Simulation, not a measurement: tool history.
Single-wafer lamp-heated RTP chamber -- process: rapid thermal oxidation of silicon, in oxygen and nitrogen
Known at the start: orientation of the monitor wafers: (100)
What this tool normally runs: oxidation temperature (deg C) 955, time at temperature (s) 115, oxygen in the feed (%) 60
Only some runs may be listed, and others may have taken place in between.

run	hour	oxidation temperature (deg C)	time at temperature (s)	oxygen in the feed (%)	wafers since the last listed run	wafers since the last pyrometer calibration	hours since the oxygen flow controller was replaced	hours since the gauge calibration	read-back reference wafer on the same gauge, thickness	oxide thickness on the monitor wafer (Å)
1	0	938	146	60	0	432	5097.6	688.5	4.039	47.42
2	22.1	938	146	60	157	590	5119.7	710.6	4.047	47.47
3	51.7	938	146	60	210	800	5149.3	740.2	4.035	47.74
4	83.7	955	115	60	227	1028	5181.3	772.2	4.042	49.1
5	111.6	955	115	60	198	1226	5209.2	800.1	4.044	48.89
6	124.4	955	85	60	91	1317	5222	812.9	4.039	43.09
7	153	955	115	60	203	1520	5250.6	841.5	4.04	49.09
8	184.8	955	115	60	226	1747	5282.4	873.3	4.037	49.15
9	197.2	955	115	60	88	1835	5294.8	885.7	4.043	49.82
10	231.3	955	146	37	242	2077	5328.9	919.8	4.037	47.25
11	252	934	89	60	147	2224	5349.6	940.5	4.037	38.62
12	267	934	89	60	106	2331	5364.6	955.5	4.032	38.99
# hour 303.9: pyrometer window cleaned and pyrometer calibrated
13	304.4	955	81	60	209	3	5402	992.9	4.034	41.83
14	312.1	955	81	60	54	58	5409.7	1000.6	4.04	41.94
# hour 322.4: oxygen flow controller replaced
15	344.8	948	115	42	175	233	22.4	1033.3	4.04	41.48
16	380.5	955	115	60	253	487	58.1	1069	4.037	48.65
17	397.9	955	115	60	123	611	75.5	1086.4	4.048	48.7
18	414	955	115	60	114	725	91.6	1102.5	4.045	48.65
19	428.5	955	115	60	103	828	106.1	1117	4.045	48.91
20	446.3	981	91	85	126	955	123.9	1134.8	4.043	60.32
21	477.2	975	115	40	219	1175	154.8	1165.7	4.039	49.58
# hour 487: gauge calibrated
22	496.2	971	170	60	135	1310	173.8	9.2	4.042	66.24

Forecast run 23:
23	526.1	972	115	60	212	1522	203.7	39.1	?	?

{"run 23": {"read-back reference wafer on the same gauge, thickness": 4.041, "oxide thickness on the monitor wafer (Å)": 55.75}}
Without the tool's hidden state the same run would have given oxide thickness on the monitor wafer (Å) 54.78.

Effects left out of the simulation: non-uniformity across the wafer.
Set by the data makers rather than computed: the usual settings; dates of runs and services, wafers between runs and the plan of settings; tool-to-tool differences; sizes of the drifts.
